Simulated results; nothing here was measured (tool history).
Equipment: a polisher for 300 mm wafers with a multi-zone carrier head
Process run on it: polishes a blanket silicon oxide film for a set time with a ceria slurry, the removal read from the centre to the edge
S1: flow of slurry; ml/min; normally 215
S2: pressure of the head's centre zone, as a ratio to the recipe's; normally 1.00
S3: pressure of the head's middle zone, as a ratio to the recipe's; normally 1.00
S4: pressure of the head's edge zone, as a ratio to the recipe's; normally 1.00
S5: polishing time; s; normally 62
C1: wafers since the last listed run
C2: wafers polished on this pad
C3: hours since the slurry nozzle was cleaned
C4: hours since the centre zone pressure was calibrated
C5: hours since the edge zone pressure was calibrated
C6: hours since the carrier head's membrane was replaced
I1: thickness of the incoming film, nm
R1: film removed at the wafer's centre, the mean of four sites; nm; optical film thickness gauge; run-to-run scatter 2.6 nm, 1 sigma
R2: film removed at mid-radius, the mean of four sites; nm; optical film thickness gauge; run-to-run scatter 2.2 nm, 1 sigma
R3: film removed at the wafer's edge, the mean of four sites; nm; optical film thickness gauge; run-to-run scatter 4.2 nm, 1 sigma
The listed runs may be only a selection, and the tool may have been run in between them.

Run 1, hour 0.0: usual settings; C1 0; C2 1956; C3 52.3; C4 1241.8; C5 191.4; C6 464.2; I1 737.3. Result: R1 314.6 nm, R2 297.6 nm, R3 296.2 nm.
Run 2, hour 49.6: usual settings but S2 0.89; C1 397; C2 2353; C3 101.9; C4 1291.4; C5 241.0; C6 513.8; I1 730.3. Result: R1 274.4 nm, R2 296.3 nm, R3 289.3 nm.
Run 3, hour 86.2: usual settings; C1 293; C2 2646; C3 138.5; C4 1328.0; C5 277.6; C6 550.4; I1 746.5. Result: R1 310.4 nm, R2 292.4 nm, R3 296.5 nm.
Run 4, hour 138.4: usual settings but S1 195 ml/min, S3 1.05, S4 1.08, S5 68 s; C1 418; C2 3064; C3 190.7; C4 1380.2; C5 329.8; C6 602.6; I1 728.2. Result: R1 335.1 nm, R2 325.3 nm, R3 315.2 nm.
Run 5, hour 174.3: usual settings but S1 285 ml/min; C1 287; C2 3352; C3 226.6; C4 1416.1; C5 365.7; C6 638.5; I1 737.9. Result: R1 312.3 nm, R2 295.3 nm, R3 300.5 nm.
Run 6, hour 219.5: usual settings but S3 0.93; C1 361; C2 3714; C3 271.8; C4 1461.3; C5 410.9; C6 683.7; I1 735.1. Result: R1 312.0 nm, R2 267.1 nm, R3 288.3 nm.
Run 7, hour 264.2: usual settings; C1 357; C2 4072; C3 316.5; C4 1506.0; C5 455.6; C6 728.4; I1 748.2. Result: R1 306.4 nm, R2 280.7 nm, R3 280.8 nm.
At hour 341.4: worn pad replaced by a new one.
At hour 363.2: edge zone pressure recalibrated.
At hour 440.1: centre zone pressure recalibrated.
Run 8, hour 461.0: usual settings but S1 150 ml/min, S2 0.93, S4 1.08, S5 50 s; C1 1511; C2 925; C3 513.3; C4 20.9; C5 97.8; C6 925.2; I1 748.4. Result: R1 216.4 nm, R2 232.2 nm, R3 244.5 nm.
Run 9, hour 505.3: usual settings; C1 354; C2 1280; C3 557.6; C4 65.2; C5 142.1; C6 969.5; I1 736.2. Result: R1 298.3 nm, R2 303.8 nm, R3 307.7 nm.
Run 10, hour 547.4: usual settings but S3 1.06; C1 337; C2 1617; C3 599.7; C4 107.3; C5 184.2; C6 1011.6; I1 741.9. Result: R1 295.6 nm, R2 312.6 nm, R3 297.3 nm.
Run 11, hour 576.9: usual settings but S1 190 ml/min, S2 0.92; C1 236; C2 1854; C3 629.2; C4 136.8; C5 213.7; C6 1041.1; I1 757.2. Result: R1 272.2 nm, R2 291.2 nm, R3 289.0 nm.
Run 12, hour 615.9: usual settings but S1 185 ml/min, S2 0.89, S4 1.06; C1 312; C2 2166; C3 668.2; C4 175.8; C5 252.7; C6 1080.1; I1 723.3. Result: R1 258.1 nm, R2 294.1 nm, R3 300.1 nm.
Run 13, hour 684.3: usual settings but S1 145 ml/min, S2 1.06, S4 1.07; C1 547; C2 2714; C3 736.6; C4 244.2; C5 321.1; C6 1148.5; I1 746.1. Result: R1 290.4 nm, R2 279.1 nm, R3 297.3 nm.

Predict the results of run 14:
Run 14, hour 712.0: usual settings but S1 275 ml/min, S2 0.94, S4 1.12; C1 221; C2 2936; C3 764.3; C4 271.9; C5 348.8; C6 1176.2; I1 734.7. Result: R1 ?, R2 ?, R3 ?.

Run 14 measured R1 282.8 nm, R2 299.3 nm, R3 312.0 nm.
With the hidden condition absent and the run-to-run variation left alone, this run would have shown R1 295.1 nm, R2 316.7 nm, R3 330.1 nm.

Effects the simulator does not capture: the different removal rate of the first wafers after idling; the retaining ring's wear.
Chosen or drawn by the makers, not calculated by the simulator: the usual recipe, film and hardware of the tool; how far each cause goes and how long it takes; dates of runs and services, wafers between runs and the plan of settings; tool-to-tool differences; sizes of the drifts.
